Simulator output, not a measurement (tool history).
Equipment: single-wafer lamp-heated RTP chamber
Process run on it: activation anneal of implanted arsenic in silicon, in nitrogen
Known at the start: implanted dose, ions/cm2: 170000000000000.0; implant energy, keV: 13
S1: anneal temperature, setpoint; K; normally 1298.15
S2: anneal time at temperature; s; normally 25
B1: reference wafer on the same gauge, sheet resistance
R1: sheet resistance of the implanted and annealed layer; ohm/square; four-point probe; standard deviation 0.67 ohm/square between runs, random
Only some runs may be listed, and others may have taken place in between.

| run | hour | S1 | S2 | B1 | R1 |
|---|---|---|---|---|---|
| 1 | 0.0 | 1298.15 | 18 | 415.14 | 447.92 |
| 2 | 7.6 | 1298.15 | 25 | 414.92 | 444.53 |
| 3 | 18.5 | 1298.15 | 25 | 414.86 | 444.84 |
| 4 | 25.4 | 1304.15 | 33 | 415.23 | 439.62 |
|  | 39.3 | reflector plate cleaned |
| 5 | 39.8 | 1298.15 | 25 | 415.01 | 445.42 |
| 6 | 52.0 | 1298.15 | 25 | 414.71 | 444.85 |
|  | 62.9 | gauge calibrated |
| 7 | 66.1 | 1298.15 | 31 | 415.24 | 441.27 |
| 8 | 80.6 | 1298.15 | 31 | 414.81 | 441.46 |
|  | 98.1 | pyrometer window cleaned and pyrometer calibrated |
| 9 | 98.6 | 1298.15 | 31 | 414.93 | 444.43 |
| 10 | 108.8 | 1298.15 | 25 | 414.89 | 446.78 |
| 11 | 117.2 | 1298.15 | 25 | 415.22 | 448.37 |
| 12 | 127.7 | 1298.15 | 25 | 415.24 | 446.84 |
| 13 | 142.3 | 1306.15 | 11 | 415.12 | 450.91 |
| 14 | 154.4 | 1298.15 | 25 | 415.15 | 448.19 |
| 15 | 165.2 | 1298.15 | 20 | 415.09 | 450.40 |
| 16 | 171.8 | 1311.15 | 18 | 414.92 | 447.07 |
| 17 | 181.3 | 1298.15 | 25 | 414.96 | 446.62 |
| 18 | 192.2 | 1298.15 | 25 | 415.05 | 447.42 |
| 19 | 200.0 | 1283.15 | 21 | 414.93 | 451.99 |
| 20 | 217.2 | 1274.15 | 32 | 414.81 | 449.79 |
| 21 | 229.9 | 1326.15 | 30 | 414.93 | 437.02 |
| 22 | 244.7 | 1298.15 | 25 | 414.96 | 447.77 |
| 23 | 261.8 | 1278.15 | 39 | 415.03 | 447.08 |
| 24 | 279.4 | 1298.15 | 25 | 415.23 | 447.39 |
| 25 | 296.7 | 1286.15 | 29 | 415.04 | 448.09 |
| 26 | 311.4 | 1298.15 | 25 | 415.39 | 446.57 |
| 27 | 327.2 | 1307.15 | 10 | 415.03 | 453.54 |
| 28 | 338.2 | 1298.15 | 37 | 415.10 | 443.16 |
| 29 | 347.0 | 1287.15 | 21 | 415.01 | 450.73 |
| 30 | 356.2 | 1314.15 | 15 | 415.15 | 447.79 |
|  | 356.8 | gauge calibrated |
| 31 | 367.5 | 1298.15 | 10 | 415.03 | 453.01 |
| 32 | 385.3 | 1311.15 | 20 | 415.17 | 444.89 |
| 33 | 394.9 | 1298.15 | 25 | 415.18 | 446.30 |
| 34 | 408.7 | 1311.15 | 33 | 415.02 | 439.14 |
| 35 | 426.4 | 1313.15 | 38 | 415.04 | 436.76 |
| 36 | 441.1 | 1298.15 | 25 | 414.95 | 446.32 |

Forecast each of these 5 alternatives for the next run:
| A | 441.5 | 1298.15 | 25 | ? | ? |
| B | 441.5 | 1327.15 | 15 | ? | ? |
| C | 441.5 | 1289.15 | 25 | ? | ? |
| D | 441.5 | 1309.15 | 35 | ? | ? |
| E | 441.5 | 1275.15 | 25 | ? | ? |

| run | B1 | R1 |
|---|---|---|
| A | 414.78 | 446.42 |
| B | 414.78 | 444.88 |
| C | 414.78 | 448.38 |
| D | 414.78 | 439.39 |
| E | 414.78 | 451.00 |
Had the tool no hidden state, the same runs would have come out as:
| run | R1 |
|---|---|
| A | 448.09 |
| B | 446.66 |
| C | 449.86 |
| D | 441.74 |
| E | 452.25 |

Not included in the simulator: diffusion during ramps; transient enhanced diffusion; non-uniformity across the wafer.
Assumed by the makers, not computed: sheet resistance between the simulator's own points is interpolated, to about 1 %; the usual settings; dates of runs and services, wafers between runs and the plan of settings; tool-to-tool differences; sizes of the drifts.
